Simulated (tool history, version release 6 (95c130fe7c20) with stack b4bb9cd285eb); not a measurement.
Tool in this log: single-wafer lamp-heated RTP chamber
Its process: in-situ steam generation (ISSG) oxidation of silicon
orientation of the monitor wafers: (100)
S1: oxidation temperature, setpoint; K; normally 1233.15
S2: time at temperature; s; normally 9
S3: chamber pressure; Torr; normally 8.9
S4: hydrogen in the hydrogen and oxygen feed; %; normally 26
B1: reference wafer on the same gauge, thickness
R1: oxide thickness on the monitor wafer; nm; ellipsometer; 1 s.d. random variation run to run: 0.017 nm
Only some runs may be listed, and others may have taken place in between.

run 1 hour=0.0 | S1=1233.15 S2=10 S3=8.9 S4=26 | B1=3.130 | R1=3.748
run 2 hour=209.0 | S1=1233.15 S2=10 S3=8.9 S4=26 | B1=3.128 | R1=3.774
run 3 hour=241.6 | S1=1233.15 S2=10 S3=8.9 S4=26 | B1=3.127 | R1=3.745
run 4 hour=307.2 | S1=1233.15 S2=9 S3=8.9 S4=26 | B1=3.127 | R1=3.608
run 5 hour=371.0 | S1=1233.15 S2=9 S3=8.9 S4=26 | B1=3.131 | R1=3.654
run 6 hour=426.5 | S1=1233.15 S2=9 S3=8.9 S4=26 | B1=3.136 | R1=3.631
run 7 hour=490.9 | S1=1233.15 S2=9 S3=8.9 S4=26 | B1=3.129 | R1=3.646
run 8 hour=552.0 | S1=1233.15 S2=7 S3=8.9 S4=26 | B1=3.129 | R1=3.343
run 9 hour=600.4 | S1=1233.15 S2=7 S3=8.9 S4=26 | B1=3.126 | R1=3.346
run 10 hour=672.3 | S1=1233.15 S2=7 S3=8.9 S4=26 | B1=3.130 | R1=3.350
run 11 hour=736.1 | S1=1233.15 S2=9 S3=8.9 S4=26 | B1=3.128 | R1=3.640
-- hour=743.5 gauge calibrated
run 12 hour=789.4 | S1=1233.15 S2=9 S3=8.9 S4=26 | B1=3.123 | R1=3.644
run 13 hour=824.1 | S1=1233.15 S2=9 S3=9.5 S4=26 | B1=3.130 | R1=3.640
run 14 hour=882.5 | S1=1233.15 S2=7 S3=8.9 S4=30 | B1=3.131 | R1=3.464
-- hour=892.6 pyrometer window cleaned and pyrometer calibrated
run 15 hour=938.5 | S1=1233.15 S2=9 S3=8.9 S4=19 | B1=3.128 | R1=3.307
run 16 hour=998.0 | S1=1240.15 S2=9 S3=8.9 S4=26 | B1=3.127 | R1=3.653
run 17 hour=1065.1 | S1=1233.15 S2=7 S3=8.9 S4=26 | B1=3.128 | R1=3.278
-- hour=1105.7 hydrogen flow controller replaced
-- hour=1120.3 pressure gauge zeroed
run 18 hour=1123.7 | S1=1233.15 S2=9 S3=9.5 S4=26 | B1=3.123 | R1=3.583
run 19 hour=1148.1 | S1=1244.15 S2=11 S3=9.6 S4=26 | B1=3.129 | R1=3.960
run 20 hour=1206.1 | S1=1233.15 S2=9 S3=9.6 S4=26 | B1=3.130 | R1=3.534
run 21 hour=1285.4 | S1=1233.15 S2=9 S3=9.5 S4=26 | B1=3.128 | R1=3.545
run 22 hour=1340.4 | S1=1233.15 S2=11 S3=8.9 S4=23 | B1=3.131 | R1=3.773
run 23 hour=1366.8 | S1=1233.15 S2=10 S3=8.9 S4=26 | B1=3.128 | R1=3.770
run 24 hour=1433.2 | S1=1233.15 S2=9 S3=8.9 S4=26 | B1=3.130 | R1=3.614
run 25 hour=1497.2 | S1=1246.15 S2=9 S3=8.9 S4=26 | B1=3.132 | R1=3.737

What if the next run were any one of these 5? Each begins from the tool's condition after run 25:
run A hour=1497.7 | S1=1233.15 S2=9 S3=8.9 S4=26 | B1=? | R1=?
run B hour=1497.7 | S1=1218.15 S2=7 S3=8.0 S4=26 | B1=? | R1=?
run C hour=1497.7 | S1=1233.15 S2=11 S3=8.9 S4=26 | B1=? | R1=?
run D hour=1497.7 | S1=1223.15 S2=7 S3=8.0 S4=26 | B1=? | R1=?
run E hour=1497.7 | S1=1227.15 S2=9 S3=8.9 S4=22 | B1=? | R1=?

run=A B1=3.127 R1=3.591
run=B B1=3.127 R1=3.219
run=C B1=3.127 R1=3.866
run=D B1=3.127 R1=3.250
run=E B1=3.127 R1=3.393
Had the tool no hidden state, the same runs would have come out as:
run=A R1=3.573
run=B R1=3.207
run=C R1=3.845
run=D R1=3.236
run=E R1=3.377
